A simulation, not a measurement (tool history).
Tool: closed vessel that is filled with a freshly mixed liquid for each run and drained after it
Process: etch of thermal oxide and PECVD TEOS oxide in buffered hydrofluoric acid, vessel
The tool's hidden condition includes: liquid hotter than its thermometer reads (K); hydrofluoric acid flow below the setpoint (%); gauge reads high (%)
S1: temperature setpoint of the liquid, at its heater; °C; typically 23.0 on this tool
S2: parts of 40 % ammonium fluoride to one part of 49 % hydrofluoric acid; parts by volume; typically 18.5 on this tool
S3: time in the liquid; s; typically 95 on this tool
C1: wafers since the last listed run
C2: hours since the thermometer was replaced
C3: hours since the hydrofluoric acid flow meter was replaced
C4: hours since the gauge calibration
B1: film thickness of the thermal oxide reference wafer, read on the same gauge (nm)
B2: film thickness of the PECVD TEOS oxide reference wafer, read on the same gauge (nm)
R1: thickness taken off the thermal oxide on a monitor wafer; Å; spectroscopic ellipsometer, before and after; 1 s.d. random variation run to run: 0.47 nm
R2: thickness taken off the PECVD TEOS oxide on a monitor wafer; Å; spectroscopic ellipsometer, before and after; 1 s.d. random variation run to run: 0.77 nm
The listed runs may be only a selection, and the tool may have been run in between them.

run 1 hour=0.0 | S1=23.0 S2=18.5 S3=115 | C1=0 C2=1204.5 C3=1239.7 C4=239.9 | B1=29.96 B2=70.01 | R1=917.3 R2=1271.7
run 2 hour=9.4 | S1=23.0 S2=18.5 S3=115 | C1=1060 C2=1213.9 C3=1249.1 C4=249.3 | B1=30.00 B2=70.02 | R1=931.5 R2=1292.3
run 3 hour=25.0 | S1=23.0 S2=18.5 S3=115 | C1=1759 C2=1229.5 C3=1264.7 C4=264.9 | B1=29.95 B2=69.97 | R1=936.3 R2=1274.2
run 4 hour=39.1 | S1=23.0 S2=18.5 S3=95 | C1=1590 C2=1243.6 C3=1278.8 C4=279.0 | B1=30.01 B2=69.98 | R1=781.1 R2=1055.5
run 5 hour=49.9 | S1=23.0 S2=18.5 S3=95 | C1=1217 C2=1254.4 C3=1289.6 C4=289.8 | B1=29.99 B2=69.99 | R1=760.8 R2=1068.4
run 6 hour=56.9 | S1=23.0 S2=18.5 S3=95 | C1=789 C2=1261.4 C3=1296.6 C4=296.8 | B1=30.03 B2=70.00 | R1=777.2 R2=1077.0
run 7 hour=68.1 | S1=23.0 S2=18.5 S3=95 | C1=1262 C2=1272.6 C3=1307.8 C4=308.0 | B1=30.01 B2=70.00 | R1=775.9 R2=1054.0
-- hour=77.7 gauge calibrated
-- hour=83.5 hydrofluoric acid flow meter replaced
run 8 hour=84.0 | S1=23.0 S2=18.5 S3=95 | C1=1680 C2=1288.5 C3=0.5 C4=6.3 | B1=30.00 B2=70.00 | R1=773.5 R2=1055.3
run 9 hour=97.7 | S1=23.0 S2=22.5 S3=55 | C1=1544 C2=1302.2 C3=14.2 C4=20.0 | B1=30.01 B2=70.01 | R1=383.4 R2=532.6
-- hour=104.2 thermometer replaced
run 10 hour=107.0 | S1=23.0 S2=24.0 S3=95 | C1=935 C2=2.8 C3=23.5 C4=29.3 | B1=29.97 B2=70.00 | R1=546.5 R2=759.7
run 11 hour=122.1 | S1=23.0 S2=18.5 S3=95 | C1=1702 C2=17.9 C3=38.6 C4=44.4 | B1=30.05 B2=69.99 | R1=686.8 R2=934.2
run 12 hour=135.4 | S1=18.0 S2=18.5 S3=120 | C1=1499 C2=31.2 C3=51.9 C4=57.7 | B1=30.01 B2=70.00 | R1=651.2 R2=897.1
run 13 hour=148.9 | S1=23.0 S2=21.0 S3=95 | C1=1522 C2=44.7 C3=65.4 C4=71.2 | B1=29.98 B2=69.96 | R1=611.1 R2=837.8
run 14 hour=166.2 | S1=24.5 S2=18.5 S3=65 | C1=1950 C2=62.0 C3=82.7 C4=88.5 | B1=29.98 B2=69.98 | R1=504.3 R2=695.9
run 15 hour=181.6 | S1=23.0 S2=18.5 S3=135 | C1=1736 C2=77.4 C3=98.1 C4=103.9 | B1=30.00 B2=69.97 | R1=977.7 R2=1328.0
run 16 hour=191.2 | S1=23.0 S2=23.5 S3=40 | C1=1082 C2=87.0 C3=107.7 C4=113.5 | B1=29.98 B2=69.97 | R1=239.6 R2=323.8
run 17 hour=199.0 | S1=23.0 S2=21.0 S3=95 | C1=879 C2=94.8 C3=115.5 C4=121.3 | B1=30.02 B2=70.00 | R1=616.5 R2=839.2
run 18 hour=210.1 | S1=27.0 S2=13.0 S3=135 | C1=1251 C2=105.9 C3=126.6 C4=132.4 | B1=30.02 B2=69.98 | R1=1710.7 R2=2340.8
run 19 hour=228.0 | S1=23.0 S2=21.5 S3=95 | C1=2018 C2=123.8 C3=144.5 C4=150.3 | B1=29.96 B2=69.97 | R1=597.5 R2=831.2
run 20 hour=241.7 | S1=19.0 S2=18.5 S3=95 | C1=1544 C2=137.5 C3=158.2 C4=164.0 | B1=29.99 B2=69.98 | R1=547.9 R2=753.4
run 21 hour=247.9 | S1=23.0 S2=15.5 S3=95 | C1=699 C2=143.7 C3=164.4 C4=170.2 | B1=29.99 B2=70.03 | R1=820.4 R2=1118.2
run 22 hour=256.6 | S1=27.0 S2=15.0 S3=50 | C1=981 C2=152.4 C3=173.1 C4=178.9 | B1=30.01 B2=70.01 | R1=550.0 R2=753.1
run 23 hour=272.4 | S1=23.0 S2=18.5 S3=95 | C1=1781 C2=168.2 C3=188.9 C4=194.7 | B1=29.98 B2=70.03 | R1=687.7 R2=942.9
run 24 hour=282.0 | S1=23.0 S2=20.0 S3=60 | C1=1082 C2=177.8 C3=198.5 C4=204.3 | B1=29.99 B2=69.95 | R1=398.4 R2=551.8
run 25 hour=319.6 | S1=23.0 S2=18.5 S3=95 | C1=4240 C2=215.4 C3=236.1 C4=241.9 | B1=30.03 B2=69.95 | R1=687.9 R2=949.6
run 26 hour=337.1 | S1=20.0 S2=18.5 S3=150 | C1=1973 C2=232.9 C3=253.6 C4=259.4 | B1=29.97 B2=69.96 | R1=917.0 R2=1288.7
run 27 hour=351.8 | S1=27.5 S2=24.5 S3=140 | C1=1657 C2=247.6 C3=268.3 C4=274.1 | B1=30.01 B2=69.98 | R1=1054.5 R2=1447.9

Predict each of these 3 candidate next runs independently; none follows another, all start after run 27:
run A hour=352.5 | S1=23.0 S2=23.0 S3=95 | C1=78 C2=248.3 C3=269.0 C4=274.8 | B1=? B2=? | R1=? R2=?
run B hour=352.5 | S1=23.0 S2=22.5 S3=150 | C1=78 C2=248.3 C3=269.0 C4=274.8 | B1=? B2=? | R1=? R2=?
run C hour=352.5 | S1=19.5 S2=18.5 S3=125 | C1=78 C2=248.3 C3=269.0 C4=274.8 | B1=? B2=? | R1=? R2=?

run=A B1=30.00 B2=69.99 R1=583.8 R2=803.8
run=B B1=30.00 B2=69.99 R1=935.9 R2=1288.5
run=C B1=30.00 B2=69.99 R1=752.4 R2=1035.9
What these runs would have given with no unlogged condition in the tool:
run=A R1=557.8 R2=767.9
run=B R1=894.1 R2=1231.0
run=C R1=718.1 R2=988.7
